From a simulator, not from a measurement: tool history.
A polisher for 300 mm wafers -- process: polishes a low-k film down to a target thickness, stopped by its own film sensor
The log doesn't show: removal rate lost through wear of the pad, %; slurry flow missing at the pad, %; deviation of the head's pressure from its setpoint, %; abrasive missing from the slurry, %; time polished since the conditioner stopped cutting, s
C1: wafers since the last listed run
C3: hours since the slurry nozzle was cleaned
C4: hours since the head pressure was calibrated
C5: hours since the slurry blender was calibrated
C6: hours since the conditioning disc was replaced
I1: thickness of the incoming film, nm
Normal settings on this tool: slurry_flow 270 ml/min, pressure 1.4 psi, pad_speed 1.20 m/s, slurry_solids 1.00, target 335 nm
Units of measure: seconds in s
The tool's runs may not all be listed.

Run 1, hour 0.0: usual settings but slurry_flow 215 ml/min, target 329 nm; C1 0; wafers polished on this pad 4096; C3 33.1; C4 369.1; C5 218.0; C6 151.9; I1 357.8. Result: seconds 96.5 s.
At hour 70.0: worn pad replaced by a new one.
Run 2, hour 100.4: usual settings; C1 999; wafers polished on this pad 315; C3 133.5; C4 469.5; C5 318.4; C6 252.3; I1 362.0. Result: seconds 87.8 s.
At hour 194.9: slurry blender recalibrated.
Run 3, hour 206.4: usual settings; C1 1078; wafers polished on this pad 1394; C3 239.5; C4 575.5; C5 11.5; C6 358.3; I1 367.9. Result: seconds 114.0 s.
At hour 229.1: head pressure recalibrated.
Run 4, hour 285.7: usual settings; C1 801; wafers polished on this pad 2195; C3 318.8; C4 56.6; C5 90.8; C6 437.6; I1 359.6. Result: seconds 78.9 s.
Run 5, hour 326.9: usual settings but slurry_flow 340 ml/min; C1 427; wafers polished on this pad 2622; C3 360.0; C4 97.8; C5 132.0; C6 478.8; I1 359.1. Result: seconds 75.7 s.
At hour 338.7: conditioning disc replaced and pad reconditioned.
Run 6, hour 404.2: usual settings but pressure 1.6 psi, target 341 nm; C1 780; wafers polished on this pad 3403; C3 437.3; C4 175.1; C5 209.3; C6 65.5; I1 357.5. Result: seconds 48.8 s.
Run 7, hour 446.7: usual settings but pressure 1.6 psi, target 341 nm; C1 440; wafers polished on this pad 3844; C3 479.8; C4 217.6; C5 251.8; C6 108.0; I1 360.1. Result: seconds 57.4 s.
Run 8, hour 513.1: usual settings but pressure 1.6 psi, target 341 nm; C1 688; wafers polished on this pad 4532; C3 546.2; C4 284.0; C5 318.2; C6 174.4; I1 362.5. Result: seconds 62.2 s.
At hour 562.6: worn pad replaced by a new one.
Run 9, hour 597.6: usual settings but pad_speed 0.88 m/s; C1 834; wafers polished on this pad 363; C3 630.7; C4 368.5; C5 402.7; C6 258.9; I1 361.7. Result: seconds 108.3 s.
Run 10, hour 691.5: usual settings but pad_speed 0.88 m/s; C1 973; wafers polished on this pad 1336; C3 724.6; C4 462.4; C5 496.6; C6 352.8; I1 361.4. Result: seconds 105.9 s.
At hour 700.6: slurry blender recalibrated.
At hour 783.1: slurry nozzle cleaned.
At hour 792.2: head pressure recalibrated.
At hour 830.9: conditioning disc replaced and pad reconditioned.
Run 11, hour 934.1: usual settings but target 342 nm; C1 2442; wafers polished on this pad 3779; C3 151.0; C4 141.9; C5 233.5; C6 103.2; I1 359.4. Result: seconds 56.2 s.
Run 12, hour 990.9: usual settings but pad_speed 1.40 m/s, target 332 nm; C1 588; wafers polished on this pad 4368; C3 207.8; C4 198.7; C5 290.3; C6 160.0; I1 361.4. Result: seconds 86.2 s.
Run 13, hour 1069.2: usual settings but slurry_flow 350 ml/min, pressure 1.8 psi; C1 811; wafers polished on this pad 5180; C3 286.1; C4 277.0; C5 368.6; C6 238.3; I1 359.6. Result: seconds 64.3 s.
At hour 1083.6: worn pad replaced by a new one.
Run 14, hour 1153.9: usual settings but slurry_flow 215 ml/min, target 329 nm; C1 836; wafers polished on this pad 728; C3 370.8; C4 361.7; C5 453.3; C6 323.0; I1 364.3. Result: seconds 122.4 s.
At hour 1162.1: slurry blender recalibrated.
Run 15, hour 1227.7: usual settings; C1 744; wafers polished on this pad 1472; C3 444.6; C4 435.5; C5 65.6; C6 396.8; I1 361.6. Result: seconds 88.3 s.
Run 16, hour 1270.2: usual settings; C1 440; wafers polished on this pad 1913; C3 487.1; C4 478.0; C5 108.1; C6 439.3; I1 361.2. Result: seconds 90.0 s.
At hour 1273.1: head pressure recalibrated.
At hour 1349.1: conditioning disc replaced and pad reconditioned.
Run 17, hour 1376.9: usual settings but pressure 0.9 psi, slurry_solids 1.15; C1 1064; wafers polished on this pad 2978; C3 593.8; C4 103.8; C5 214.8; C6 27.8; I1 358.3. Result: seconds 89.9 s.
Run 18, hour 1478.7: usual settings; C1 1055; wafers polished on this pad 4034; C3 695.6; C4 205.6; C5 316.6; C6 129.6; I1 357.3. Result: seconds 72.0 s.
Run 19, hour 1547.9: usual settings; C1 717; wafers polished on this pad 4751; C3 764.8; C4 274.8; C5 385.8; C6 198.8; I1 362.2. Result: seconds 86.9 s.
At hour 1570.2: worn pad replaced by a new one.
At hour 1621.2: slurry nozzle cleaned.
Run 20, hour 1623.4: usual settings but slurry_solids 1.20, target 338 nm; C1 731; wafers polished on this pad 541; C3 2.2; C4 350.3; C5 461.3; C6 274.3; I1 355.6. Result: seconds 52.6 s.
At hour 1652.8: slurry blender recalibrated.
Run 21, hour 1697.5: usual settings but pressure 1.8 psi, slurry_solids 1.25; C1 747; wafers polished on this pad 1289; C3 76.3; C4 424.4; C5 44.7; C6 348.4; I1 353.6. Result: seconds 47.2 s.
Run 22, hour 1782.4: usual settings but pad_speed 0.88 m/s; C1 880; wafers polished on this pad 2169; C3 161.2; C4 509.3; C5 129.6; C6 433.3; I1 360.7. Result: seconds 104.2 s.
At hour 1819.5: conditioning disc replaced and pad reconditioned.
Run 23, hour 1853.9: usual settings but pad_speed 1.52 m/s, slurry_solids 1.20; C1 720; wafers polished on this pad 2890; C3 232.7; C4 580.8; C5 201.1; C6 34.4; I1 359.8. Result: seconds 67.5 s.
At hour 1892.8: head pressure recalibrated.
Run 24, hour 1909.0: usual settings but slurry_flow 355 ml/min, slurry_solids 0.75, target 326 nm; C1 550; wafers polished on this pad 3440; C3 287.8; C4 16.2; C5 256.2; C6 89.5; I1 358.8. Result: seconds 110.1 s.
Run 25, hour 1987.8: usual settings but slurry_flow 320 ml/min, pressure 1.2 psi, pad_speed 1.52 m/s, target 328 nm; C1 817; wafers polished on this pad 4257; C3 366.6; C4 95.0; C5 335.0; C6 168.3; I1 365.0. Result: seconds 107.9 s.
Run 26, hour 2059.8: usual settings but pressure 1.7 psi, target 327 nm; C1 746; wafers polished on this pad 5004; C3 438.6; C4 167.0; C5 407.0; C6 240.3; I1 362.1. Result: seconds 96.3 s.

3 ways to go on from here, each from the tool as it stands after run 26. What would each give?
Run A, hour 2060.2: usual settings; C1 4; wafers polished on this pad 5008; C3 439.0; C4 167.4; C5 407.4; C6 240.7; I1 363.4. Result: seconds ?.
Run B, hour 2060.2: usual settings but slurry_flow 230 ml/min; C1 4; wafers polished on this pad 5008; C3 439.0; C4 167.4; C5 407.4; C6 240.7; I1 363.4. Result: seconds ?.
Run C, hour 2060.2: usual settings but slurry_flow 200 ml/min, pressure 1.3 psi, pad_speed 1.00 m/s; C1 4; wafers polished on this pad 5008; C3 439.0; C4 167.4; C5 407.4; C6 240.7; I1 363.4. Result: seconds ?.

run  seconds
  A     88.4
  B     90.1
  C    108.9
The same runs, with their run-to-run variation unchanged, on a tool lacking any hidden condition would have given:
run  seconds
  A     87.9
  B     89.6
  C    108.2
